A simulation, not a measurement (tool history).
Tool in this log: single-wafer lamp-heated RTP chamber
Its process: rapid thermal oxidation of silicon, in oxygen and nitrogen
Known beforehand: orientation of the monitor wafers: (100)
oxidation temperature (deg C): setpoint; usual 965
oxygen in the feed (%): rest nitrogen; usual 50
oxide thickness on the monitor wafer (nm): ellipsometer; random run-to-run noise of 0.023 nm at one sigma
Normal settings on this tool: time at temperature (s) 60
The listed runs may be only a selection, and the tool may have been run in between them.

run	hour	oxidation temperature (deg C)	time at temperature (s)	oxygen in the feed (%)	read-back reference wafer on the same gauge, thickness	oxide thickness on the monitor wafer (nm)
1	0.0	965	40	50	3.140	3.417
# hour 7.4: pyrometer window cleaned and pyrometer calibrated
2	33.5	965	60	74	3.143	4.302
3	58.0	965	60	74	3.149	4.327
4	87.2	965	60	74	3.139	4.354
5	112.6	965	60	50	3.146	3.901
6	128.0	979	60	50	3.138	4.273
7	143.3	965	79	74	3.136	4.969
# hour 171.0: pyrometer window cleaned and pyrometer calibrated
8	171.5	965	60	37	3.140	3.519
9	195.6	982	60	75	3.145	4.867
10	213.6	965	60	78	3.140	4.382
# hour 220.4: gauge calibrated
# hour 232.4: oxygen flow controller replaced
11	247.2	978	88	66	3.143	5.402
12	280.4	965	60	37	3.136	3.615
13	295.4	990	32	50	3.143	3.630
# hour 325.2: pyrometer window cleaned and pyrometer calibrated
14	325.7	943	60	50	3.145	3.318
15	355.3	992	81	70	3.140	5.859
16	380.2	965	60	50	3.143	3.823

Run-by-run hidden state of the tool:
deviation of the oxygen flow from its setpoint, %: 0 at every run
gauge reads high (%): 0 at every run
H1: true wafer temperature minus pyrometer reading, K
run	H1
1	6.08
2	1.77
3	2.78
4	3.98
5	5.03
6	5.67
7	6.3
8	0.477
9	1.47
10	2.21
11	3.6
12	4.97
13	5.59
14	0.179
15	1.4
16	2.43

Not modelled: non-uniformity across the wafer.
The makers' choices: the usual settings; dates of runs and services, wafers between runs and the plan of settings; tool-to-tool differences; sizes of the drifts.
